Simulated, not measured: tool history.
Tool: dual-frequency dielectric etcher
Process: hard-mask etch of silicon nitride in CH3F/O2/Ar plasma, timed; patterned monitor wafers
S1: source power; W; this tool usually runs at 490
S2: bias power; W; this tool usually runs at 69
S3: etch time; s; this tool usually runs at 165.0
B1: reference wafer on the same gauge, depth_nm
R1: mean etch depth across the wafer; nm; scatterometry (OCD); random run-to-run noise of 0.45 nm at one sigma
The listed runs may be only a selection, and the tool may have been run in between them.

run    hour   S1  S2     S3     B1     R1
  1     0.0  490  69  165.0  132.0  120.4
  2    38.7  490  69  165.0  132.0  120.8
  3    66.8  490  69  165.0  132.0  122.1
  4   129.1  490  69  165.0  131.9  121.8
      129.1  -- gauge calibrated
  5   186.8  490  69  165.0  131.9  121.5
  6   235.1  490  69  165.0  132.0  122.3
  7   278.4  490  69  165.0  132.0  122.2
  8   350.1  490  69  165.0  132.0  122.7
      406.7  -- bias power generator calibrated
  9   407.2  490  69  165.0  132.0  122.9
 10   449.1  490  69  165.0  132.0  123.5
      512.2  -- wet clean of the chamber
 11   512.7  490  69  165.0  132.0  120.5
 12   555.1  490  69  165.0  131.9  121.2
 13   592.3  550  69  165.0  132.1  126.5
 14   637.5  490  69  165.0  132.0  121.7
      662.6  -- upper electrode replaced
 15   690.5  530  69  165.0  132.0  124.7
 16   732.3  490  69  165.0  132.0  121.3
      786.1  -- gauge calibrated
 17   801.9  490  52  197.0  132.1  127.5
 18   848.4  580  69  165.0  132.0  130.8
 19   879.6  490  69  165.0  131.9  122.5
      946.4  -- source power generator calibrated
      950.5  -- wet clean of the chamber
 20   951.0  600  84  197.0  131.9  170.7
 21   973.9  490  69  165.0  132.0  121.2
 22  1038.0  420  62  141.0  132.0   93.0
 23  1066.7  410  78  125.5  132.0   91.5
 24  1134.6  580  63  197.5  132.1  149.5
 25  1204.4  490  77  165.0  131.9  129.1
 26  1231.3  490  64  165.0  132.1  117.9

Predict each of these 3 candidate next runs independently; none follows another, all start after run 26:
  A  1231.8  490  69  151.5   ?   ?
  B  1231.8  560  83  118.0   ?   ?
  C  1231.8  450  69  146.0   ?   ?

run     B1     R1
  A  132.1  112.2
  B  132.1  100.0
  C  132.1  104.8
Without the tool's hidden state the same runs would have given:
run     R1
  A  110.8
  B   98.7
  C  103.5

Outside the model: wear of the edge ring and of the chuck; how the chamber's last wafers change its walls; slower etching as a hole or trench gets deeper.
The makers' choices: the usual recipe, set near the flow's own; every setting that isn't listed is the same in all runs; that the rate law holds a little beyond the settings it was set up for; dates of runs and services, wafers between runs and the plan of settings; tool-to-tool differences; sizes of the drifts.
